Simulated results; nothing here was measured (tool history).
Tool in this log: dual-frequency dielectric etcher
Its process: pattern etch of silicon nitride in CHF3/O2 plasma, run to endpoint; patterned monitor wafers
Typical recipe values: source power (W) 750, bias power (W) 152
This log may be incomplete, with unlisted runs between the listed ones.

run    hour  source power (W)  bias power (W)  wafers since the last listed run  hours since the last wet clean  hours since the last source power generator calibration  hours since the last bias power generator calibration  hours since the last upper electrode change  incoming incoming film thickness, nm  endpoint time (s)
  1     0.0               610             123                                 0                            36.5                                                   2165.4                                                  323.7                                       1622.4                                 108.3               79.9
  2    75.1               610             123                               996                           111.6                                                   2240.5                                                  398.8                                       1697.5                                 108.3               80.2
  3   144.7               810             152                               923                           181.2                                                   2310.1                                                  468.4                                       1767.1                                 108.0               65.8
  4   233.6               810             152                              1180                           270.1                                                   2399.0                                                  557.3                                       1856.0                                 109.7               68.2
  5   334.5               810             152                              1339                           371.0                                                   2499.9                                                  658.2                                       1956.9                                 107.8               66.9
  6   405.5               750             152                               942                           442.0                                                   2570.9                                                  729.2                                       2027.9                                 107.3               69.4
  7   612.9               840             152                              2752                           649.4                                                   2778.3                                                  936.6                                       2235.3                                 108.8               67.2
      647.5  -- wet clean of the chamber
  8   681.8               840             152                               595                            34.3                                                   2847.2                                                 1005.5                                       2304.2                                 108.5               65.3
      759.5  -- source power generator calibrated
  9   771.9               840             152                              1142                           124.4                                                     12.4                                                 1095.6                                       2394.3                                 107.9               65.5
 10   868.9               750             152                              1287                           221.4                                                    109.4                                                 1192.6                                       2491.3                                 109.1               69.2
      895.7  -- upper electrode replaced
 11   967.5               750             152                               990                           320.0                                                    208.0                                                 1291.2                                         71.8                                 108.6               69.3
 12  1055.7               750             152                              1170                           408.2                                                    296.2                                                 1379.4                                        160.0                                 108.0               68.8
 13  1100.3               880             172                               592                           452.8                                                    340.8                                                 1424.0                                        204.6                                 108.3               63.0
 14  1189.9               840             181                              1189                           542.4                                                    430.4                                                 1513.6                                        294.2                                 108.8               63.6
     1237.9  -- wet clean of the chamber
 15  1288.8               750             152                               994                            50.9                                                    529.3                                                 1612.5                                        393.1                                 110.1               69.1
 16  1379.2               830             186                              1199                           141.3                                                    619.7                                                 1702.9                                        483.5                                 108.3               62.6
 17  1462.6               860             134                              1107                           224.7                                                    703.1                                                 1786.3                                        566.9                                 108.4               67.4
     1503.1  -- bias power generator calibrated
 18  1524.4               750             152                               767                           286.5                                                    764.9                                                   21.3                                        628.7                                 107.3               68.7
 19  1597.1               870             187                               965                           359.2                                                    837.6                                                   94.0                                        701.4                                 108.4               61.5
 20  1682.3               880             163                              1130                           444.4                                                    922.8                                                  179.2                                        786.6                                 108.0               63.4
 21  1759.9               860             133                              1030                           522.0                                                   1000.4                                                  256.8                                        864.2                                 107.7               67.8
     1798.6  -- wet clean of the chamber
 22  1824.7               920             125                               541                            26.1                                                   1065.2                                                  321.6                                        929.0                                 108.1               66.1
 23  1888.2               840             169                               842                            89.6                                                   1128.7                                                  385.1                                        992.5                                 108.6               63.2
 24  1943.7               750             152                               736                           145.1                                                   1184.2                                                  440.6                                       1048.0                                 107.4               68.6

Here are 3 independent what-if runs from the current tool condition. What would each one return?
  A  1944.1               750             127                                 5                           145.5                                                   1184.6                                                  441.0                                       1048.4                                 107.5                  ?
  B  1944.1               600             177                                 5                           145.5                                                   1184.6                                                  441.0                                       1048.4                                 107.5                  ?
  C  1944.1               750             140                                 5                           145.5                                                   1184.6                                                  441.0                                       1048.4                                 107.5                  ?

run  endpoint time (s)
  A               72.3
  B               73.0
  C               70.5
Stripped of hidden state, with their random variation kept, the same runs would have yielded:
run  endpoint time (s)
  A               71.7
  B               72.4
  C               69.9
